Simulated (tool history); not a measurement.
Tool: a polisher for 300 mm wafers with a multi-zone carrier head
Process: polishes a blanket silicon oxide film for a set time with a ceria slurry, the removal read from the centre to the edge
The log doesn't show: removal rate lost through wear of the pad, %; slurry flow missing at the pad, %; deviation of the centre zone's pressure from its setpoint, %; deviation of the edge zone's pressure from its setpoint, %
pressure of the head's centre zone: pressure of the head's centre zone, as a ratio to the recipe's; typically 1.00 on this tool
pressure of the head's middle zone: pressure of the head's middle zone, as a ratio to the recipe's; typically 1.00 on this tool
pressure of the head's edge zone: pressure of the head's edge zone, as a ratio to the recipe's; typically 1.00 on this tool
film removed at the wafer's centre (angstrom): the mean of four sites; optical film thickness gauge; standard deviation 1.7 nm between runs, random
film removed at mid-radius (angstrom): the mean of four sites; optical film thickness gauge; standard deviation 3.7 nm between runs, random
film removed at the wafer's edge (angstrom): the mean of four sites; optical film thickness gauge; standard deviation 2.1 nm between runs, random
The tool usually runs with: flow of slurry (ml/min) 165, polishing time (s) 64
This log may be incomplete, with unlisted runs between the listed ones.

run,day,flow of slurry (ml/min),pressure of the head's centre zone,pressure of the head's middle zone,pressure of the head's edge zone,polishing time (s),wafers since the last listed run,wafers polished on this pad,hours since the slurry nozzle was cleaned,hours since the centre zone pressure was calibrated,hours since the edge zone pressure was calibrated,hours since the carrier head's membrane was replaced,"incoming thickness of the incoming film, nm",film removed at the wafer's centre (angstrom),film removed at mid-radius (angstrom),film removed at the wafer's edge (angstrom)
1,0.000,165,1.00,1.00,0.94,64,0,2133,637.3,547.9,156.3,1024.5,797.7,2556,2561,2528
2,2.046,165,1.00,1.00,0.94,64,627,2760,686.4,597.0,205.4,1073.6,810.4,2584,2489,2488
3,4.879,195,1.00,1.00,1.07,64,868,3629,754.4,665.0,273.4,1141.6,813.5,2628,2638,2684
# day 5.742: worn pad replaced by a new one, of another model than before
4,7.279,195,1.00,1.00,1.07,64,684,470,812.0,722.6,331.0,1199.2,810.9,2672,2613,2729
5,9.321,165,1.00,1.00,1.00,64,625,1096,861.0,771.6,380.0,1248.2,800.4,2596,2573,2636
# day 10.421: carrier head's membrane replaced by a new one
# day 10.962: slurry nozzle cleaned
6,11.208,165,1.00,1.00,1.00,64,501,1598,5.9,816.9,425.3,18.9,793.6,2706,2656,2708
7,12.592,165,0.91,1.00,1.00,64,423,2022,39.1,850.1,458.5,52.1,804.2,2485,2662,2677
8,15.342,165,1.00,1.00,1.00,64,842,2865,105.1,916.1,524.5,118.1,805.2,2724,2699,2689
# day 17.017: worn pad replaced by a new one
9,17.858,165,0.97,1.09,1.00,64,720,257,165.5,976.5,584.9,178.5,805.3,2648,2930,2687
10,19.017,165,1.09,1.00,1.08,64,355,612,193.3,1004.3,612.7,206.3,799.2,2951,2627,2763
11,20.183,165,1.00,1.00,1.00,44,357,970,221.3,1032.3,640.7,234.3,803.6,1841,1800,1842
12,22.012,165,1.00,1.00,1.08,82,560,1530,265.2,1076.2,684.6,278.2,822.2,3477,3406,3516
13,24.042,165,1.05,0.91,1.00,64,621,2152,313.9,1124.9,733.3,326.9,807.2,2840,2419,2666
# day 25.746: centre zone pressure recalibrated
14,26.712,165,1.04,1.10,0.90,74,793,2945,378.0,23.2,797.4,391.0,824.4,3179,3256,2972
# day 27.308: edge zone pressure recalibrated
# day 28.042: worn pad replaced by a new one
15,29.554,165,0.90,1.08,1.00,64,794,463,446.2,91.4,53.9,459.2,805.5,2387,2731,2649
16,32.162,165,1.00,1.00,1.00,64,799,1263,508.8,154.0,116.5,521.8,806.8,2663,2584,2638
17,34.379,165,1.00,1.05,1.00,64,679,1942,562.0,207.2,169.7,575.0,796.7,2635,2751,2666
18,36.004,180,1.00,1.00,1.00,58,498,2440,601.0,246.2,208.7,614.0,805.5,2424,2381,2388
19,37.821,165,1.00,1.00,1.00,64,556,2997,644.6,289.8,252.3,657.6,814.0,2637,2507,2609
# day 39.204: worn pad replaced by a new one
20,39.488,165,1.00,1.00,1.00,64,459,86,684.6,329.8,292.3,697.6,808.8,2640,2571,2611
21,40.638,165,1.00,1.00,1.00,64,352,438,712.2,357.4,319.9,725.2,812.9,2595,2564,2642
# day 40.754: slurry nozzle cleaned
22,43.617,165,1.00,1.04,1.07,46,900,1339,68.7,428.9,391.4,796.7,801.6,1971,1974,2008

Predict each of these 4 candidate next runs independently; none follows another, all start after run 22:
A,43.633,165,1.00,1.00,1.00,64,5,1344,69.1,429.3,391.8,797.1,819.8,?,?,?
B,43.633,165,0.95,1.00,1.00,64,5,1344,69.1,429.3,391.8,797.1,819.8,?,?,?
C,43.633,165,1.00,1.00,1.00,84,5,1344,69.1,429.3,391.8,797.1,819.8,?,?,?
D,43.633,165,1.00,1.10,1.00,74,5,1344,69.1,429.3,391.8,797.1,819.8,?,?,?

run,film removed at the wafer's centre (angstrom),film removed at mid-radius (angstrom),film removed at the wafer's edge (angstrom)
A,2749,2632,2663
B,2619,2633,2663
C,3608,3455,3495
D,3180,3300,3075
Stripped of hidden state, with their random variation kept, the same runs would have yielded:
run,film removed at the wafer's centre (angstrom),film removed at mid-radius (angstrom),film removed at the wafer's edge (angstrom)
A,2771,2651,2677
B,2640,2652,2677
C,3637,3480,3514
D,3206,3324,3091
